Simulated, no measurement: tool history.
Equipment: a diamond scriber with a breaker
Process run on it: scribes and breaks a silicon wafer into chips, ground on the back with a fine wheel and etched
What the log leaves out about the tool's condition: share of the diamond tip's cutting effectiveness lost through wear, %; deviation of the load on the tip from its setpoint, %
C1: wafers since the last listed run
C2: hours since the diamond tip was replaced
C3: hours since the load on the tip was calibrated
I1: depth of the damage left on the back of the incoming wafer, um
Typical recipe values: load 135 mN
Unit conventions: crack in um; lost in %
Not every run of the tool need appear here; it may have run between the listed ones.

{"run": 1, "day": 0.0, "load": 135, "C1": 0, "C2": 635.5, "C3": 1127.2, "I1": 0.69, "crack": 7.53, "lost": 2.17}
{"run": 2, "day": 0.992, "load": 135, "C1": 43, "C2": 659.3, "C3": 1151.0, "I1": 0.72, "crack": 7.7, "lost": 2.37}
{"run": 3, "day": 4.233, "load": 135, "C1": 143, "C2": 737.1, "C3": 1228.8, "I1": 0.67, "crack": 7.35, "lost": 2.56}
{"run": 4, "day": 5.092, "load": 135, "C1": 37, "C2": 757.7, "C3": 1249.4, "I1": 0.47, "crack": 7.38, "lost": 2.56}
{"run": 5, "day": 5.925, "load": 135, "C1": 36, "C2": 777.7, "C3": 1269.4, "I1": 0.76, "crack": 7.36, "lost": 2.91}
{"run": 6, "day": 6.596, "load": 110, "C1": 29, "C2": 793.8, "C3": 1285.5, "I1": 0.45, "crack": 6.12, "lost": 11.19}
{"run": 7, "day": 7.167, "load": 156, "C1": 25, "C2": 807.5, "C3": 1299.2, "I1": 0.59, "crack": 8.27, "lost": 1.31}
{"run": 8, "day": 7.675, "load": 135, "C1": 22, "C2": 819.7, "C3": 1311.4, "I1": 0.75, "crack": 7.33, "lost": 3.03}
{"run": 9, "day": 8.438, "load": 135, "C1": 33, "C2": 838.0, "C3": 1329.7, "I1": 0.32, "crack": 7.27, "lost": 2.99}
{"run": 10, "day": 9.367, "load": 135, "C1": 41, "C2": 860.3, "C3": 1352.0, "I1": 0.33, "crack": 7.17, "lost": 2.81}
{"run": 11, "day": 10.312, "load": 135, "C1": 41, "C2": 883.0, "C3": 1374.7, "I1": 0.35, "crack": 7.02, "lost": 2.73}
{"run": 12, "day": 10.917, "load": 135, "C1": 26, "C2": 897.5, "C3": 1389.2, "I1": 0.51, "crack": 7.3, "lost": 3.24}
{"run": 13, "day": 11.592, "load": 135, "C1": 29, "C2": 913.7, "C3": 1405.4, "I1": 0.69, "crack": 7.25, "lost": 3.08}
{"run": 14, "day": 12.342, "load": 135, "C1": 33, "C2": 931.7, "C3": 1423.4, "I1": 0.33, "crack": 7.44, "lost": 3.14}
{"run": 15, "day": 13.45, "load": 135, "C1": 49, "C2": 958.3, "C3": 1450.0, "I1": 0.6, "crack": 7.19, "lost": 3.3}
{"run": 16, "day": 14.083, "load": 135, "C1": 28, "C2": 973.5, "C3": 1465.2, "I1": 0.64, "crack": 7.02, "lost": 3.37}
{"run": 17, "day": 14.733, "load": 135, "C1": 28, "C2": 989.1, "C3": 1480.8, "I1": 0.31, "crack": 6.98, "lost": 3.25}
{"run": 18, "day": 15.433, "load": 135, "C1": 30, "C2": 1005.9, "C3": 1497.6, "I1": 0.63, "crack": 6.99, "lost": 3.29}
{"run": 19, "day": 16.396, "load": 135, "C1": 42, "C2": 1029.0, "C3": 1520.7, "I1": 0.46, "crack": 7.09, "lost": 3.58}
{"day": 17.692, "done": "diamond tip replaced by a new one, of another model than before"}
{"run": 20, "day": 17.892, "load": 135, "C1": 62, "C2": 4.8, "C3": 1556.6, "I1": 0.45, "crack": 8.07, "lost": 1.38}
{"run": 21, "day": 18.562, "load": 158, "C1": 29, "C2": 20.9, "C3": 1572.7, "I1": 0.65, "crack": 10.11, "lost": 6.2}
{"run": 22, "day": 19.579, "load": 122, "C1": 44, "C2": 45.3, "C3": 1597.1, "I1": 0.58, "crack": 6.75, "lost": 5.27}
{"run": 23, "day": 20.142, "load": 135, "C1": 24, "C2": 58.8, "C3": 1610.6, "I1": 0.74, "crack": 7.72, "lost": 1.4}
{"run": 24, "day": 21.375, "load": 105, "C1": 54, "C2": 88.4, "C3": 1640.2, "I1": 0.41, "crack": 5.05, "lost": 27.94}
{"run": 25, "day": 22.388, "load": 162, "C1": 44, "C2": 112.7, "C3": 1664.5, "I1": 0.55, "crack": 10.21, "lost": 7.15}
{"day": 24.0, "done": "load on the tip recalibrated"}
{"run": 26, "day": 25.021, "load": 99, "C1": 112, "C2": 175.9, "C3": 24.5, "I1": 0.4, "crack": 4.3, "lost": 40.24}
{"run": 27, "day": 26.275, "load": 135, "C1": 55, "C2": 206.0, "C3": 54.6, "I1": 0.42, "crack": 7.76, "lost": 1.38}
{"run": 28, "day": 27.25, "load": 153, "C1": 43, "C2": 229.4, "C3": 78.0, "I1": 0.6, "crack": 9.48, "lost": 3.1}
{"run": 29, "day": 28.512, "load": 113, "C1": 55, "C2": 259.7, "C3": 108.3, "I1": 0.35, "crack": 5.62, "lost": 15.69}
{"run": 30, "day": 29.154, "load": 170, "C1": 28, "C2": 275.1, "C3": 123.7, "I1": 0.57, "crack": 10.48, "lost": 9.74}
{"run": 31, "day": 29.729, "load": 165, "C1": 25, "C2": 288.9, "C3": 137.5, "I1": 0.36, "crack": 10.11, "lost": 6.71}
{"run": 32, "day": 30.604, "load": 135, "C1": 38, "C2": 309.9, "C3": 158.5, "I1": 0.67, "crack": 7.5, "lost": 1.61}
{"run": 33, "day": 31.275, "load": 135, "C1": 29, "C2": 326.0, "C3": 174.6, "I1": 0.37, "crack": 7.7, "lost": 1.77}
{"run": 34, "day": 32.046, "load": 112, "C1": 34, "C2": 344.5, "C3": 193.1, "I1": 0.7, "crack": 5.49, "lost": 18.21}
{"run": 35, "day": 33.296, "load": 162, "C1": 55, "C2": 374.5, "C3": 223.1, "I1": 0.44, "crack": 10.03, "lost": 5.07}
{"run": 36, "day": 34.679, "load": 160, "C1": 61, "C2": 407.7, "C3": 256.3, "I1": 0.57, "crack": 9.76, "lost": 4.49}
{"run": 37, "day": 35.779, "load": 107, "C1": 48, "C2": 434.1, "C3": 282.7, "I1": 0.56, "crack": 5.04, "lost": 27.02}
{"run": 38, "day": 36.542, "load": 106, "C1": 33, "C2": 452.4, "C3": 301.0, "I1": 0.77, "crack": 4.96, "lost": 27.63}
{"run": 39, "day": 37.171, "load": 100, "C1": 27, "C2": 467.5, "C3": 316.1, "I1": 0.5, "crack": 4.18, "lost": 41.44}
{"run": 40, "day": 37.925, "load": 151, "C1": 33, "C2": 485.6, "C3": 334.2, "I1": 0.64, "crack": 8.9, "lost": 2.11}
{"run": 41, "day": 40.558, "load": 169, "C1": 116, "C2": 548.8, "C3": 397.4, "I1": 0.78, "crack": 10.06, "lost": 6.83}

Some steps in crack between neighbouring runs. How much of each would the tool show without its hidden state too (settings, what came in, random variation), and how much is left for the hidden state, with any gauge scatter that isn't in both results?
Run 19 -> 20: diamond tip replaced by a new one, of another model than before. crack +0.98 um: hidden state +0.94, all else +0.04.
Run 24 -> 25: load 105 -> 162. crack +5.16 um: hidden state -0.16, all else +5.32.
Run 25 -> 26: load 162 -> 99, load on the tip recalibrated. crack -5.91 um: hidden state +0.13, all else -6.04.
Run 29 -> 30: load 113 -> 170. crack +4.86 um: hidden state -0.26, all else +5.12.
Run 34 -> 35: load 112 -> 162. crack +4.54 um: hidden state -0.30, all else +4.84.
Run 39 -> 40: load 100 -> 151. crack +4.72 um: hidden state -0.38, all else +5.10.

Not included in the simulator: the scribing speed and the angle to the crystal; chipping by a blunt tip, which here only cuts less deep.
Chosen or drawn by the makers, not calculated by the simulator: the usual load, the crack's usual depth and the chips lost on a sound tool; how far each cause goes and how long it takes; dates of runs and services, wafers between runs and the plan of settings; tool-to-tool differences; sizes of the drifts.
